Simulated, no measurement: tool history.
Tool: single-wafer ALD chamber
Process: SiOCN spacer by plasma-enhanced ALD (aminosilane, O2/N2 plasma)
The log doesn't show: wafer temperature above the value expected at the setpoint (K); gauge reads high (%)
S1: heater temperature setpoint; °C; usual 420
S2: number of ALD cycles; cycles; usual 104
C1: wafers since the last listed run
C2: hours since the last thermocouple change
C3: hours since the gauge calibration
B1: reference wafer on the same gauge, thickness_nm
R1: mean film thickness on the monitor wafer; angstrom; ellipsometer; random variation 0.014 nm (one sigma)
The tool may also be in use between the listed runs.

run 1 hour=0 | S1=409 S2=118 | C1=0 C2=780.6 C3=682.4 | B1=6.048 | R1=63.88
run 2 hour=45.6 | S1=409 S2=118 | C1=139 C2=826.2 C3=728 | B1=6.058 | R1=63.84
run 3 hour=103.9 | S1=420 S2=104 | C1=177 C2=884.5 C3=786.3 | B1=6.053 | R1=53.94
run 4 hour=348 | S1=430 S2=104 | C1=745 C2=1128.6 C3=1030.4 | B1=6.051 | R1=51.93
run 5 hour=451.9 | S1=423 S2=104 | C1=317 C2=1232.5 C3=1134.3 | B1=6.044 | R1=53.12
run 6 hour=512.3 | S1=423 S2=104 | C1=184 C2=1292.9 C3=1194.7 | B1=6.053 | R1=53.03
run 7 hour=610.9 | S1=423 S2=104 | C1=300 C2=1391.5 C3=1293.3 | B1=6.052 | R1=53.07
run 8 hour=699.9 | S1=420 S2=104 | C1=271 C2=1480.5 C3=1382.3 | B1=6.058 | R1=53.42
run 9 hour=973.8 | S1=420 S2=104 | C1=836 C2=1754.4 C3=1656.2 | B1=6.056 | R1=53.27
run 10 hour=1010.2 | S1=431 S2=104 | C1=111 C2=1790.8 C3=1692.6 | B1=6.047 | R1=51.45
run 11 hour=1098.8 | S1=431 S2=104 | C1=270 C2=1879.4 C3=1781.2 | B1=6.052 | R1=51.28
run 12 hour=1198.5 | S1=420 S2=116 | C1=304 C2=1979.1 C3=1880.9 | B1=6.048 | R1=59.43
-- hour=1369.5 thermocouple changed; heater temperature recalibrated
run 13 hour=1462.7 | S1=424 S2=104 | C1=782 C2=93.2 C3=2145.1 | B1=6.049 | R1=53.04
run 14 hour=1558.3 | S1=420 S2=104 | C1=291 C2=188.8 C3=2240.7 | B1=6.05 | R1=53.8
run 15 hour=1609.7 | S1=420 S2=104 | C1=156 C2=240.2 C3=2292.1 | B1=6.055 | R1=53.88
run 16 hour=1698.7 | S1=420 S2=104 | C1=271 C2=329.2 C3=2381.1 | B1=6.055 | R1=53.54
run 17 hour=1755.6 | S1=420 S2=104 | C1=173 C2=386.1 C3=2438 | B1=6.052 | R1=53.63
run 18 hour=2070.6 | S1=420 S2=104 | C1=961 C2=701.1 C3=2753 | B1=6.049 | R1=53.66
run 19 hour=2176.6 | S1=420 S2=113 | C1=323 C2=807.1 C3=2859 | B1=6.046 | R1=58.15
run 20 hour=2258.6 | S1=420 S2=113 | C1=250 C2=889.1 C3=2941 | B1=6.052 | R1=57.93
run 21 hour=2313.4 | S1=420 S2=113 | C1=167 C2=943.9 C3=2995.8 | B1=6.052 | R1=57.95
run 22 hour=2412.9 | S1=420 S2=104 | C1=303 C2=1043.4 C3=3095.3 | B1=6.047 | R1=53.42
-- hour=2475 gauge calibrated
run 23 hour=2505.8 | S1=412 S2=104 | C1=283 C2=1136.3 C3=30.8 | B1=6.048 | R1=54.79
run 24 hour=2559.3 | S1=409 S2=124 | C1=163 C2=1189.8 C3=84.3 | B1=6.054 | R1=66.36
run 25 hour=2870.4 | S1=432 S2=104 | C1=949 C2=1500.9 C3=395.4 | B1=6.053 | R1=50.61
run 26 hour=2968.7 | S1=429 S2=89 | C1=300 C2=1599.2 C3=493.7 | B1=6.054 | R1=44.07
run 27 hour=3071 | S1=408 S2=88 | C1=312 C2=1701.5 C3=596 | B1=6.05 | R1=46.91
run 28 hour=3147.2 | S1=427 S2=121 | C1=232 C2=1777.7 C3=672.2 | B1=6.047 | R1=60.05
run 29 hour=3247.5 | S1=420 S2=104 | C1=306 C2=1878 C3=772.5 | B1=6.051 | R1=52.77
run 30 hour=3298.5 | S1=420 S2=104 | C1=155 C2=1929 C3=823.5 | B1=6.049 | R1=52.99
run 31 hour=3341.8 | S1=420 S2=104 | C1=132 C2=1972.3 C3=866.8 | B1=6.049 | R1=53.16
-- hour=3386.5 thermocouple changed; heater temperature recalibrated
run 32 hour=3432.8 | S1=406 S2=120 | C1=253 C2=46.3 C3=957.8 | B1=6.048 | R1=65.7
run 33 hour=3528.1 | S1=420 S2=88 | C1=290 C2=141.6 C3=1053.1 | B1=6.052 | R1=45.83
run 34 hour=3600.2 | S1=405 S2=111 | C1=220 C2=213.7 C3=1125.2 | B1=6.054 | R1=61.2
run 35 hour=3666.9 | S1=432 S2=87 | C1=203 C2=280.4 C3=1191.9 | B1=6.05 | R1=43.31
run 36 hour=3709.5 | S1=420 S2=97 | C1=130 C2=323 C3=1234.5 | B1=6.045 | R1=50.6
run 37 hour=3746.5 | S1=408 S2=121 | C1=112 C2=360 C3=1271.5 | B1=6.049 | R1=66.08
run 38 hour=3844.3 | S1=420 S2=95 | C1=298 C2=457.8 C3=1369.3 | B1=6.052 | R1=49.3
run 39 hour=3889.1 | S1=405 S2=122 | C1=136 C2=502.6 C3=1414.1 | B1=6.052 | R1=66.58
run 40 hour=3975.9 | S1=410 S2=94 | C1=264 C2=589.4 C3=1500.9 | B1=6.052 | R1=50.6
run 41 hour=4198.3 | S1=407 S2=83 | C1=678 C2=811.8 C3=1723.3 | B1=6.049 | R1=45.26
run 42 hour=4244.6 | S1=413 S2=104 | C1=141 C2=858.1 C3=1769.6 | B1=6.052 | R1=55.15
run 43 hour=4309.4 | S1=409 S2=118 | C1=197 C2=922.9 C3=1834.4 | B1=6.048 | R1=63.7
run 44 hour=4404.2 | S1=407 S2=115 | C1=289 C2=1017.7 C3=1929.2 | B1=6.053 | R1=62.12
run 45 hour=4495.3 | S1=431 S2=84 | C1=278 C2=1108.8 C3=2020.3 | B1=6.051 | R1=41.56
run 46 hour=4537.1 | S1=420 S2=104 | C1=127 C2=1150.6 C3=2062.1 | B1=6.048 | R1=53.45
run 47 hour=4618.4 | S1=432 S2=84 | C1=248 C2=1231.9 C3=2143.4 | B1=6.049 | R1=41.29
run 48 hour=4717.6 | S1=408 S2=95 | C1=302 C2=1331.1 C3=2242.6 | B1=6.052 | R1=51.16

Hidden state at the last listed run before each entry between runs and at the first one after, where it differs:
Between runs 12 and 13: thermocouple changed; heater temperature recalibrated (hour 1369.5)
  wafer temperature above the value expected at the setpoint (K): 4.35 -> 1.49
  measured less the result without the state, R1: -0.96 -> -0.29 angstrom
Between runs 22 and 23: gauge calibrated (hour 2475)
  wafer temperature above the value expected at the setpoint (K): 4.13 -> 4.39
  measured less the result without the state, R1: -0.82 -> -0.86 angstrom
Between runs 31 and 32: thermocouple changed; heater temperature recalibrated (hour 3386.5)
  wafer temperature above the value expected at the setpoint (K): 6.72 -> -0.467
  measured less the result without the state, R1: -1.34 -> +0.11 angstrom
